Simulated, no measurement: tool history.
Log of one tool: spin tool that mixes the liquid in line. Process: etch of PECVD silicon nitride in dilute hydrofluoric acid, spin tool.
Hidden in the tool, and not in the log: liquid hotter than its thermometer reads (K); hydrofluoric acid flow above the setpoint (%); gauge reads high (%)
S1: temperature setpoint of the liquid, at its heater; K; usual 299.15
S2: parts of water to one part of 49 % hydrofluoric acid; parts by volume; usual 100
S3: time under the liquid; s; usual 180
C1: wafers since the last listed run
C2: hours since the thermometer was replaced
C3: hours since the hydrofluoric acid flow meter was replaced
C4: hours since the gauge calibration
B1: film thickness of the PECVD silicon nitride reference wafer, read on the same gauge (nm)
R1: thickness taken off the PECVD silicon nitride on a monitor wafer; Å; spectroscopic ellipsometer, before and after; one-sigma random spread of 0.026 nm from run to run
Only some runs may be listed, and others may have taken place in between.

run 1 hour=0.0 | S1=299.15 S2=100 S3=180 | C1=0 C2=617.9 C3=464.2 C4=305.3 | B1=49.980 | R1=37.52
run 2 hour=56.3 | S1=299.15 S2=100 S3=180 | C1=538 C2=674.2 C3=520.5 C4=361.6 | B1=50.008 | R1=37.85
run 3 hour=111.7 | S1=299.15 S2=100 S3=180 | C1=529 C2=729.6 C3=575.9 C4=417.0 | B1=49.975 | R1=38.37
run 4 hour=155.4 | S1=299.15 S2=100 S3=180 | C1=417 C2=773.3 C3=619.6 C4=460.7 | B1=50.011 | R1=38.24
run 5 hour=223.0 | S1=299.15 S2=100 S3=180 | C1=646 C2=840.9 C3=687.2 C4=528.3 | B1=49.987 | R1=39.07
run 6 hour=288.2 | S1=299.15 S2=100 S3=180 | C1=623 C2=906.1 C3=752.4 C4=593.5 | B1=49.938 | R1=38.74
run 7 hour=315.6 | S1=299.15 S2=100 S3=180 | C1=261 C2=933.5 C3=779.8 C4=620.9 | B1=49.998 | R1=38.45
run 8 hour=357.1 | S1=299.15 S2=100 S3=180 | C1=396 C2=975.0 C3=821.3 C4=662.4 | B1=49.999 | R1=38.96
-- hour=360.8 gauge calibrated
-- hour=385.9 thermometer replaced
run 9 hour=409.4 | S1=296.65 S2=60 S3=125 | C1=490 C2=23.5 C3=873.6 C4=48.6 | B1=50.027 | R1=36.81
-- hour=414.4 hydrofluoric acid flow meter replaced
run 10 hour=459.9 | S1=299.15 S2=100 S3=180 | C1=473 C2=74.0 C3=45.5 C4=99.1 | B1=49.964 | R1=36.40
run 11 hour=498.1 | S1=296.15 S2=100 S3=180 | C1=365 C2=112.2 C3=83.7 C4=137.3 | B1=50.017 | R1=30.09
run 12 hour=558.5 | S1=297.15 S2=65 S3=130 | C1=577 C2=172.6 C3=144.1 C4=197.7 | B1=49.959 | R1=35.37
run 13 hour=604.6 | S1=299.15 S2=100 S3=180 | C1=440 C2=218.7 C3=190.2 C4=243.8 | B1=49.969 | R1=36.62
run 14 hour=666.1 | S1=299.15 S2=150 S3=280 | C1=588 C2=280.2 C3=251.7 C4=305.3 | B1=49.996 | R1=38.36
run 15 hour=708.3 | S1=299.15 S2=150 S3=280 | C1=403 C2=322.4 C3=293.9 C4=347.5 | B1=50.048 | R1=38.41
run 16 hour=759.8 | S1=299.15 S2=115 S3=125 | C1=492 C2=373.9 C3=345.4 C4=399.0 | B1=50.015 | R1=22.37
run 17 hour=824.0 | S1=303.65 S2=100 S3=150 | C1=613 C2=438.1 C3=409.6 C4=463.2 | B1=50.011 | R1=41.48

Hidden state at the last listed run before each entry between runs and at the first one after, where it differs:
In the gap between runs 8 and 9: gauge calibrated (hour 360.8); thermometer replaced (hour 385.9)
  liquid hotter than its thermometer reads (K): 0.635 -> 0.0392; hydrofluoric acid flow above the setpoint (%): 4.01 -> 4.25
  difference, measured minus the result without the unlogged condition, R1: +2.99 -> +1.56 Å
In the gap between runs 9 and 10: hydrofluoric acid flow meter replaced (hour 414.4)
  liquid hotter than its thermometer reads (K): 0.0392 -> 0.071; hydrofluoric acid flow above the setpoint (%): 4.25 -> 0.251
  difference, measured minus the result without the unlogged condition, R1: +1.56 -> +0.25 Å

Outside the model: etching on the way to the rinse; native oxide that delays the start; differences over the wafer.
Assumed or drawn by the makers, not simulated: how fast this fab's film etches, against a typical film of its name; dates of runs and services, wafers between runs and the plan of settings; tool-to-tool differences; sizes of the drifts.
